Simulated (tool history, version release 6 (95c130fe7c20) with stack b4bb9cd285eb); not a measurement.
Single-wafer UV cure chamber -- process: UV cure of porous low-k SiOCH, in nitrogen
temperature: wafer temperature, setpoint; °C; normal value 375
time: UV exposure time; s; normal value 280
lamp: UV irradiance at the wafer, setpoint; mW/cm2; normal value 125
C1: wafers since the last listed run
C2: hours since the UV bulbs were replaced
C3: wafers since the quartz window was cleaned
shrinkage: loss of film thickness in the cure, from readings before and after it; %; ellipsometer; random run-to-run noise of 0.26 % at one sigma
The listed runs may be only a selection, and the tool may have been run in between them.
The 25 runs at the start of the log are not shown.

run 26 hour=677.1 | temperature=356 time=145 lamp=125 | C1=58 C2=2734.3 C3=782 | shrinkage=11.135
run 27 hour=710.1 | temperature=375 time=280 lamp=125 | C1=153 C2=2767.3 C3=935 | shrinkage=14.978
run 28 hour=738.7 | temperature=393 time=280 lamp=107 | C1=133 C2=2795.9 C3=1068 | shrinkage=14.441
-- hour=757 UV bulbs replaced
run 29 hour=773.4 | temperature=375 time=400 lamp=125 | C1=124 C2=16.4 C3=1193 | shrinkage=19.088
run 30 hour=802.2 | temperature=375 time=280 lamp=125 | C1=133 C2=45.2 C3=1327 | shrinkage=17.357
run 31 hour=834.3 | temperature=389 time=210 lamp=157 | C1=149 C2=77.3 C3=1476 | shrinkage=17.622
run 32 hour=854.9 | temperature=375 time=280 lamp=125 | C1=95 C2=97.9 C3=1572 | shrinkage=17.496
run 33 hour=888.9 | temperature=393 time=415 lamp=125 | C1=158 C2=131.9 C3=1730 | shrinkage=19.855
run 34 hour=905.3 | temperature=366 time=125 lamp=144 | C1=76 C2=148.3 C3=1806 | shrinkage=13.343
run 35 hour=930.9 | temperature=365 time=345 lamp=125 | C1=119 C2=173.9 C3=1925 | shrinkage=18.311
run 36 hour=965.2 | temperature=389 time=390 lamp=125 | C1=159 C2=208.2 C3=2085 | shrinkage=19.711
run 37 hour=984.4 | temperature=375 time=375 lamp=125 | C1=89 C2=227.4 C3=2174 | shrinkage=19.153
run 38 hour=1015.7 | temperature=375 time=325 lamp=114 | C1=145 C2=258.7 C3=2320 | shrinkage=17.515
run 39 hour=1037 | temperature=375 time=280 lamp=125 | C1=99 C2=280 C3=2419 | shrinkage=17.375
run 40 hour=1054.6 | temperature=386 time=420 lamp=125 | C1=81 C2=297.6 C3=2501 | shrinkage=19.317

Forecast each of these 5 alternatives for the next run:
run A hour=1055.1 | temperature=375 time=350 lamp=125 | C1=2 C2=298.1 C3=2503 | shrinkage=?
run B hour=1055.1 | temperature=385 time=380 lamp=125 | C1=2 C2=298.1 C3=2503 | shrinkage=?
run C hour=1055.1 | temperature=357 time=280 lamp=125 | C1=2 C2=298.1 C3=2503 | shrinkage=?
run D hour=1055.1 | temperature=375 time=280 lamp=108 | C1=2 C2=298.1 C3=2503 | shrinkage=?
run E hour=1055.1 | temperature=375 time=415 lamp=163 | C1=2 C2=298.1 C3=2503 | shrinkage=?

run=A shrinkage=18.544
run=B shrinkage=19.246
run=C shrinkage=16.846
run=D shrinkage=16.456
run=E shrinkage=21.033
The same runs, with their run-to-run variation unchanged, on a tool lacking any hidden condition would have given:
run=A shrinkage=18.83
run=B shrinkage=19.533
run=C shrinkage=17.128
run=D shrinkage=16.738
run=E shrinkage=21.32
